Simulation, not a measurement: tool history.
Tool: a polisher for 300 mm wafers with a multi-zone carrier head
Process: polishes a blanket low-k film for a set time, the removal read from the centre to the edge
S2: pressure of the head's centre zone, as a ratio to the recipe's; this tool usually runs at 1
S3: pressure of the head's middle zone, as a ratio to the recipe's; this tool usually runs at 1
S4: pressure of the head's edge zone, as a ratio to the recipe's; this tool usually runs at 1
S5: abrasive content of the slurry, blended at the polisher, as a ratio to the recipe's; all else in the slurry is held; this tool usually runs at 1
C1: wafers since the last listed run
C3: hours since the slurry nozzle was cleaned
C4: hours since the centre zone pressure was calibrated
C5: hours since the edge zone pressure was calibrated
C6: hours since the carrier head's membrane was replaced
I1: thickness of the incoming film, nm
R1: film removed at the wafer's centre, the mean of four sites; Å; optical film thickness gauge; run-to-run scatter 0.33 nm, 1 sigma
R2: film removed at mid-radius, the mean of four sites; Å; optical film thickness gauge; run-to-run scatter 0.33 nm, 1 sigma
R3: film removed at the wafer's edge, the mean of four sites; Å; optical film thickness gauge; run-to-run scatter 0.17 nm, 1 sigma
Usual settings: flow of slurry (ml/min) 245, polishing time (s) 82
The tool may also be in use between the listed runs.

run 1 hour=0 | flow_of_slurry_(ml/min)=245 S2=1 S3=1 S4=1 S5=1 polishing_time_(s)=82 | C1=0 wafers_polished_on_this_pad=842 C3=820.3 C4=13 C5=819.2 C6=1334 | I1=632.9 | R1=277 R2=277 R3=272
run 2 hour=7.3 | flow_of_slurry_(ml/min)=245 S2=1 S3=1 S4=1 S5=1 polishing_time_(s)=82 | C1=66 wafers_polished_on_this_pad=908 C3=827.6 C4=20.3 C5=826.5 C6=1341.3 | I1=639.7 | R1=278 R2=282 R3=275
run 3 hour=16 | flow_of_slurry_(ml/min)=245 S2=1 S3=1 S4=1 S5=1 polishing_time_(s)=82 | C1=79 wafers_polished_on_this_pad=988 C3=836.3 C4=29 C5=835.2 C6=1350 | I1=628.2 | R1=268 R2=284 R3=272
run 4 hour=40.1 | flow_of_slurry_(ml/min)=175 S2=1.06 S3=1.08 S4=1 S5=1.1 polishing_time_(s)=82 | C1=219 wafers_polished_on_this_pad=1207 C3=860.4 C4=53.1 C5=859.3 C6=1374.1 | I1=634.8 | R1=286 R2=291 R3=272
run 5 hour=49.7 | flow_of_slurry_(ml/min)=245 S2=1 S3=1 S4=1 S5=1 polishing_time_(s)=82 | C1=87 wafers_polished_on_this_pad=1295 C3=870 C4=62.7 C5=868.9 C6=1383.7 | I1=646.4 | R1=270 R2=278 R3=270
-- hour=52.9 slurry nozzle cleaned
-- hour=66.3 carrier head's membrane replaced by a new one, of another model than before
-- hour=66.6 worn pad replaced by a new one
run 6 hour=67.5 | flow_of_slurry_(ml/min)=245 S2=1 S3=1 S4=1 S5=1 polishing_time_(s)=82 | C1=104 wafers_polished_on_this_pad=8 C3=14.6 C4=80.5 C5=886.7 C6=1.2 | I1=648.4 | R1=278 R2=280 R3=271
run 7 hour=79.7 | flow_of_slurry_(ml/min)=245 S2=1.06 S3=1 S4=1 S5=1 polishing_time_(s)=82 | C1=111 wafers_polished_on_this_pad=119 C3=26.8 C4=92.7 C5=898.9 C6=13.4 | I1=638.8 | R1=305 R2=280 R3=272
run 8 hour=97.4 | flow_of_slurry_(ml/min)=245 S2=1 S3=1 S4=1.07 S5=1 polishing_time_(s)=82 | C1=161 wafers_polished_on_this_pad=280 C3=44.5 C4=110.4 C5=916.6 C6=31.1 | I1=638 | R1=277 R2=281 R3=282
run 9 hour=108.1 | flow_of_slurry_(ml/min)=245 S2=1 S3=1 S4=1 S5=1.15 polishing_time_(s)=82 | C1=97 wafers_polished_on_this_pad=378 C3=55.2 C4=121.1 C5=927.3 C6=41.8 | I1=641.1 | R1=301 R2=294 R3=285
run 10 hour=121.7 | flow_of_slurry_(ml/min)=210 S2=1 S3=1 S4=1 S5=1 polishing_time_(s)=82 | C1=123 wafers_polished_on_this_pad=502 C3=68.8 C4=134.7 C5=940.9 C6=55.4 | I1=640.8 | R1=271 R2=273 R3=272
run 11 hour=137 | flow_of_slurry_(ml/min)=245 S2=1 S3=1 S4=1.09 S5=1 polishing_time_(s)=105 | C1=139 wafers_polished_on_this_pad=641 C3=84.1 C4=150 C5=956.2 C6=70.7 | I1=634.5 | R1=358 R2=359 R3=363
-- hour=144.3 edge zone pressure recalibrated
run 12 hour=154.3 | flow_of_slurry_(ml/min)=245 S2=1 S3=0.97 S4=1.03 S5=1 polishing_time_(s)=91 | C1=139 wafers_polished_on_this_pad=781 C3=101.4 C4=167.3 C5=10 C6=88 | I1=639.6 | R1=312 R2=307 R3=311
run 13 hour=163.5 | flow_of_slurry_(ml/min)=245 S2=1 S3=1 S4=1 S5=1 polishing_time_(s)=82 | C1=83 wafers_polished_on_this_pad=864 C3=110.6 C4=176.5 C5=19.2 C6=97.2 | I1=646.2 | R1=284 R2=281 R3=271
run 14 hour=176.6 | flow_of_slurry_(ml/min)=245 S2=1 S3=1 S4=1.11 S5=1 polishing_time_(s)=82 | C1=119 wafers_polished_on_this_pad=984 C3=123.7 C4=189.6 C5=32.3 C6=110.3 | I1=641.4 | R1=290 R2=285 R3=288
run 15 hour=186.6 | flow_of_slurry_(ml/min)=285 S2=1 S3=0.9 S4=1 S5=1.1 polishing_time_(s)=102 | C1=91 wafers_polished_on_this_pad=1075 C3=133.7 C4=199.6 C5=42.3 C6=120.3 | I1=639.3 | R1=370 R2=343 R3=355
run 16 hour=197.4 | flow_of_slurry_(ml/min)=245 S2=1 S3=1 S4=0.9 S5=1 polishing_time_(s)=82 | C1=98 wafers_polished_on_this_pad=1173 C3=144.5 C4=210.4 C5=53.1 C6=131.1 | I1=637.8 | R1=285 R2=282 R3=264
run 17 hour=209.2 | flow_of_slurry_(ml/min)=220 S2=1.05 S3=1 S4=1 S5=0.8 polishing_time_(s)=102 | C1=107 wafers_polished_on_this_pad=1281 C3=156.3 C4=222.2 C5=64.9 C6=142.9 | I1=642.9 | R1=348 R2=317 R3=313
run 18 hour=222.3 | flow_of_slurry_(ml/min)=245 S2=1 S3=1 S4=1 S5=1 polishing_time_(s)=82 | C1=119 wafers_polished_on_this_pad=1400 C3=169.4 C4=235.3 C5=78 C6=156 | I1=650.2 | R1=280 R2=275 R3=272
-- hour=229.5 worn pad replaced by a new one
run 19 hour=230.4 | flow_of_slurry_(ml/min)=245 S2=1 S3=1.09 S4=1 S5=1 polishing_time_(s)=82 | C1=37 wafers_polished_on_this_pad=8 C3=177.5 C4=243.4 C5=86.1 C6=164.1 | I1=640.2 | R1=288 R2=297 R3=273
run 20 hour=239.5 | flow_of_slurry_(ml/min)=245 S2=1 S3=1 S4=1 S5=1 polishing_time_(s)=82 | C1=82 wafers_polished_on_this_pad=91 C3=186.6 C4=252.5 C5=95.2 C6=173.2 | I1=626.7 | R1=291 R2=278 R3=272
run 21 hour=251.9 | flow_of_slurry_(ml/min)=215 S2=1 S3=1 S4=1 S5=1 polishing_time_(s)=82 | C1=112 wafers_polished_on_this_pad=204 C3=199 C4=264.9 C5=107.6 C6=185.6 | I1=634.9 | R1=280 R2=273 R3=270

5 ways to go on from here, each from the tool as it stands after run 21. What would each give?
run A hour=252.3 | flow_of_slurry_(ml/min)=245 S2=1 S3=1 S4=1 S5=1 polishing_time_(s)=82 | C1=3 wafers_polished_on_this_pad=207 C3=199.4 C4=265.3 C5=108 C6=186 | I1=643.1 | R1=? R2=? R3=?
run B hour=252.3 | flow_of_slurry_(ml/min)=245 S2=1 S3=1 S4=1 S5=1 polishing_time_(s)=90 | C1=3 wafers_polished_on_this_pad=207 C3=199.4 C4=265.3 C5=108 C6=186 | I1=643.1 | R1=? R2=? R3=?
run C hour=252.3 | flow_of_slurry_(ml/min)=245 S2=1 S3=1 S4=1 S5=1.1 polishing_time_(s)=82 | C1=3 wafers_polished_on_this_pad=207 C3=199.4 C4=265.3 C5=108 C6=186 | I1=643.1 | R1=? R2=? R3=?
run D hour=252.3 | flow_of_slurry_(ml/min)=245 S2=1 S3=0.91 S4=1.05 S5=1 polishing_time_(s)=82 | C1=3 wafers_polished_on_this_pad=207 C3=199.4 C4=265.3 C5=108 C6=186 | I1=643.1 | R1=? R2=? R3=?
run E hour=252.3 | flow_of_slurry_(ml/min)=245 S2=1 S3=0.91 S4=1.04 S5=1 polishing_time_(s)=91 | C1=3 wafers_polished_on_this_pad=207 C3=199.4 C4=265.3 C5=108 C6=186 | I1=643.1 | R1=? R2=? R3=?

run=A R1=290 R2=280 R3=275
run=B R1=318 R2=308 R3=301
run=C R1=299 R2=289 R3=283
run=D R1=290 R2=263 R3=280
run=E R1=322 R2=292 R3=310
Take away the tool's hidden state, keep each run's random variation, and the runs would have read:
run=A R1=277 R2=281 R3=275
run=B R1=304 R2=308 R3=301
run=C R1=286 R2=290 R3=283
run=D R1=277 R2=263 R3=280
run=E R1=307 R2=292 R3=310

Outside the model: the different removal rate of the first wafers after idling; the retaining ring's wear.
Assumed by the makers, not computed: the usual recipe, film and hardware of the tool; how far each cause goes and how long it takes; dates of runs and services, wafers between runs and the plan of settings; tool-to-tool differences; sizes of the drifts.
